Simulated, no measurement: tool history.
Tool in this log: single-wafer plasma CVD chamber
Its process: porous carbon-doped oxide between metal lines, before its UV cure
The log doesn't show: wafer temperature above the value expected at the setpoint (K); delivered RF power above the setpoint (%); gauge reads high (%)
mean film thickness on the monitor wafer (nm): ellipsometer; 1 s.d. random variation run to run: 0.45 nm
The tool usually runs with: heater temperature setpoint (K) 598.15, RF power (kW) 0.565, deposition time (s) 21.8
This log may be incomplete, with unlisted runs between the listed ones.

| run | hour | heater temperature setpoint (K) | RF power (kW) | deposition time (s) | wafers since the last listed run | hours since the last thermocouple change | hours since the last RF generator calibration | hours since the showerhead was replaced | hours since the gauge calibration | read-back reference wafer on the same gauge, thickness_nm | mean film thickness on the monitor wafer (nm) |
|---|---|---|---|---|---|---|---|---|---|---|---|
| 1 | 0.0 | 587.15 | 0.565 | 21.8 | 0 | 2606.1 | 1471.1 | 8003.7 | 767.7 | 117.101 | 119.681 |
| 2 | 19.7 | 587.15 | 0.565 | 21.8 | 386 | 2625.8 | 1490.8 | 8023.4 | 787.4 | 116.881 | 119.228 |
| 3 | 124.8 | 587.15 | 0.565 | 21.8 | 2063 | 2730.9 | 1595.9 | 8128.5 | 892.5 | 117.025 | 119.175 |
| 4 | 143.2 | 598.15 | 0.565 | 21.8 | 361 | 2749.3 | 1614.3 | 8146.9 | 910.9 | 117.043 | 112.020 |
| 5 | 213.2 | 598.15 | 0.565 | 21.8 | 1374 | 2819.3 | 1684.3 | 8216.9 | 980.9 | 116.952 | 112.024 |
| 6 | 239.7 | 598.15 | 0.565 | 21.8 | 520 | 2845.8 | 1710.8 | 8243.4 | 1007.4 | 116.960 | 111.947 |
|  | 271.7 | RF generator calibrated |
| 7 | 272.2 | 598.15 | 0.565 | 21.8 | 480 | 2878.3 | 0.5 | 8275.9 | 1039.9 | 116.933 | 119.825 |
| 8 | 276.8 | 598.15 | 0.565 | 21.8 | 90 | 2882.9 | 5.1 | 8280.5 | 1044.5 | 116.894 | 119.408 |
| 9 | 296.7 | 598.15 | 0.565 | 24.5 | 390 | 2902.8 | 25.0 | 8300.4 | 1064.4 | 116.948 | 135.214 |
| 10 | 332.3 | 598.15 | 0.565 | 24.5 | 698 | 2938.4 | 60.6 | 8336.0 | 1100.0 | 117.034 | 134.484 |
| 11 | 359.6 | 598.15 | 0.565 | 24.5 | 535 | 2965.7 | 87.9 | 8363.3 | 1127.3 | 116.985 | 134.912 |
| 12 | 387.8 | 598.15 | 0.565 | 21.8 | 553 | 2993.9 | 116.1 | 8391.5 | 1155.5 | 117.016 | 120.244 |
| 13 | 401.3 | 598.15 | 0.565 | 24.7 | 264 | 3007.4 | 129.6 | 8405.0 | 1169.0 | 116.970 | 136.301 |
| 14 | 416.1 | 598.15 | 0.565 | 24.7 | 290 | 3022.2 | 144.4 | 8419.8 | 1183.8 | 117.060 | 134.567 |
|  | 434.5 | thermocouple changed; heater temperature recalibrated |
| 15 | 435.4 | 612.15 | 0.565 | 21.8 | 221 | 0.9 | 163.7 | 8439.1 | 1203.1 | 116.799 | 111.663 |
| 16 | 448.3 | 591.15 | 0.465 | 25.3 | 253 | 13.8 | 176.6 | 8452.0 | 1216.0 | 117.003 | 125.229 |
| 17 | 477.0 | 593.15 | 0.535 | 21.8 | 563 | 42.5 | 205.3 | 8480.7 | 1244.7 | 116.825 | 117.370 |
|  | 488.4 | gauge calibrated |
| 18 | 494.2 | 598.15 | 0.605 | 19.5 | 337 | 59.7 | 222.5 | 8497.9 | 5.8 | 117.058 | 112.285 |
| 19 | 511.8 | 585.15 | 0.565 | 21.8 | 345 | 77.3 | 240.1 | 8515.5 | 23.4 | 116.946 | 128.463 |
| 20 | 540.2 | 607.15 | 0.565 | 18.4 | 557 | 105.7 | 268.5 | 8543.9 | 51.8 | 117.075 | 97.671 |
| 21 | 555.9 | 605.15 | 0.600 | 21.8 | 308 | 121.4 | 284.2 | 8559.6 | 67.5 | 116.923 | 119.762 |
| 22 | 583.8 | 585.15 | 0.565 | 18.0 | 547 | 149.3 | 312.1 | 8587.5 | 95.4 | 117.194 | 106.763 |
| 23 | 600.5 | 598.15 | 0.535 | 19.2 | 327 | 166.0 | 328.8 | 8604.2 | 112.1 | 116.995 | 102.435 |
| 24 | 623.2 | 598.15 | 0.565 | 21.8 | 445 | 188.7 | 351.5 | 8626.9 | 134.8 | 116.950 | 120.270 |
| 25 | 656.6 | 598.15 | 0.610 | 19.8 | 655 | 222.1 | 384.9 | 8660.3 | 168.2 | 116.905 | 115.240 |
| 26 | 677.4 | 593.15 | 0.535 | 21.8 | 408 | 242.9 | 405.7 | 8681.1 | 189.0 | 117.061 | 118.695 |
|  | 703.0 | showerhead replaced |
| 27 | 703.5 | 610.15 | 0.655 | 19.4 | 355 | 269.0 | 431.8 | 0.5 | 215.1 | 117.059 | 111.549 |
| 28 | 725.4 | 584.15 | 0.460 | 24.1 | 429 | 290.9 | 453.7 | 22.4 | 237.0 | 116.883 | 121.990 |
| 29 | 747.8 | 587.15 | 0.450 | 24.1 | 439 | 313.3 | 476.1 | 44.8 | 259.4 | 116.905 | 118.446 |
| 30 | 848.0 | 589.15 | 0.565 | 21.8 | 1966 | 413.5 | 576.3 | 145.0 | 359.6 | 116.981 | 124.897 |
| 31 | 883.5 | 598.15 | 0.565 | 21.8 | 696 | 449.0 | 611.8 | 180.5 | 395.1 | 116.968 | 119.664 |
| 32 | 916.3 | 598.15 | 0.610 | 19.8 | 643 | 481.8 | 644.6 | 213.3 | 427.9 | 116.993 | 114.669 |
| 33 | 941.6 | 602.15 | 0.635 | 20.2 | 496 | 507.1 | 669.9 | 238.6 | 453.2 | 117.017 | 117.330 |
| 34 | 963.9 | 603.15 | 0.565 | 20.2 | 437 | 529.4 | 692.2 | 260.9 | 475.5 | 116.942 | 107.621 |

Branching from run 34: 4 alternative next runs. What would each branch give?
| A | 964.3 | 598.15 | 0.565 | 21.8 | 7 | 529.8 | 692.6 | 261.3 | 475.9 | ? | ? |
| B | 964.3 | 593.15 | 0.530 | 21.8 | 7 | 529.8 | 692.6 | 261.3 | 475.9 | ? | ? |
| C | 964.3 | 583.15 | 0.565 | 23.8 | 7 | 529.8 | 692.6 | 261.3 | 475.9 | ? | ? |
| D | 964.3 | 612.15 | 0.635 | 24.4 | 7 | 529.8 | 692.6 | 261.3 | 475.9 | ? | ? |

| run | read-back reference wafer on the same gauge, thickness_nm | mean film thickness on the monitor wafer (nm) |
|---|---|---|
| A | 117.091 | 118.691 |
| B | 117.091 | 116.502 |
| C | 117.091 | 139.925 |
| D | 117.091 | 133.955 |
Take away the tool's hidden state, keep each run's random variation, and the runs would have read:
| run | mean film thickness on the monitor wafer (nm) |
|---|---|
| A | 119.909 |
| B | 117.723 |
| C | 141.361 |
| D | 135.330 |
